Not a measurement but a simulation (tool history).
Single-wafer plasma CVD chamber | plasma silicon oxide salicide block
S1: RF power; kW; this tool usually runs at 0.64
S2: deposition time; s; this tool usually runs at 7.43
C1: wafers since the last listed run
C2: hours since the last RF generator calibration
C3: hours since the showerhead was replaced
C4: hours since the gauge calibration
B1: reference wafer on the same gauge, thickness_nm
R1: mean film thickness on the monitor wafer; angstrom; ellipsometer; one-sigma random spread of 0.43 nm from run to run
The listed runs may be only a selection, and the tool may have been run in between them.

run,hour,S1,S2,C1,C2,C3,C4,B1,R1
1,0,0.64,6.34,0,1404,4944.1,448.8,84.386,614.75
2,142.7,0.64,6.34,6857,1546.7,5086.8,591.5,84.375,619.82
3,173.2,0.64,6.34,1465,1577.2,5117.3,622,84.17,613.17
4,201.1,0.64,6.84,1340,1605.1,5145.2,649.9,84.462,658.08
5,254.9,0.74,7.43,2585,1658.9,5199,703.7,84.315,769.11
6,297.8,0.64,7.43,2061,1701.8,5241.9,746.6,84.209,723.52
7,347,0.64,7.43,2364,1751,5291.1,795.8,84.316,721.22
8,409.8,0.64,7.43,3018,1813.8,5353.9,858.6,84.374,717.2
9,448.5,0.675,7.43,1859,1852.5,5392.6,897.3,84.339,739.4
10,479.3,0.675,7.43,1480,1883.3,5423.4,928.1,84.332,739.14
11,516.5,0.735,7.43,1787,1920.5,5460.6,965.3,84.276,765.4
12,588.3,0.64,8.19,3450,1992.3,5532.4,1037.1,84.338,792.72
# hour 593: gauge calibrated
13,623.3,0.64,8.19,1682,2027.3,5567.4,30.3,84.191,787.7
14,692.2,0.64,7.43,3311,2096.2,5636.3,99.2,84.296,714.44
# hour 758.2: RF generator calibrated
15,760.6,0.64,7.43,2902,2.4,5704.7,167.6,84.052,742.46
16,788.6,0.64,7.43,1345,30.4,5732.7,195.6,84.363,741.74
17,844.6,0.64,8.59,2691,86.4,5788.7,251.6,84.383,874.14
18,911.9,0.64,8.59,3234,153.7,5856,318.9,84.407,852.94
19,976.6,0.555,6.86,3109,218.4,5920.7,383.6,84.356,636.78
20,1003.7,0.64,7.43,1302,245.5,5947.8,410.7,84.395,748.27
21,1046,0.7,6.44,2032,287.8,5990.1,453,84.212,677.73
22,1099.4,0.64,8.72,2566,341.2,6043.5,506.4,84.33,869.99
# hour 1156.8: showerhead replaced
23,1159.9,0.71,8.12,2523,401.7,3.1,566.9,84.192,848.82
24,1213.6,0.64,7.43,2580,455.4,56.8,620.6,84.173,743.77
25,1276.5,0.525,6,3022,518.3,119.7,683.5,84.523,535.88
26,1312.6,0.52,6.02,1734,554.4,155.8,719.6,84.472,533.46
27,1372.3,0.64,7.43,2869,614.1,215.5,779.3,84.341,742.12

Run 28 comes next. What will it give?
28,1435.5,0.72,5.96,3037,677.3,278.7,842.5,?,?

B1: 84.183
R1: 626.8 angstrom
The same run, on a tool lacking any hidden state, would have yielded R1 637.52 angstrom.
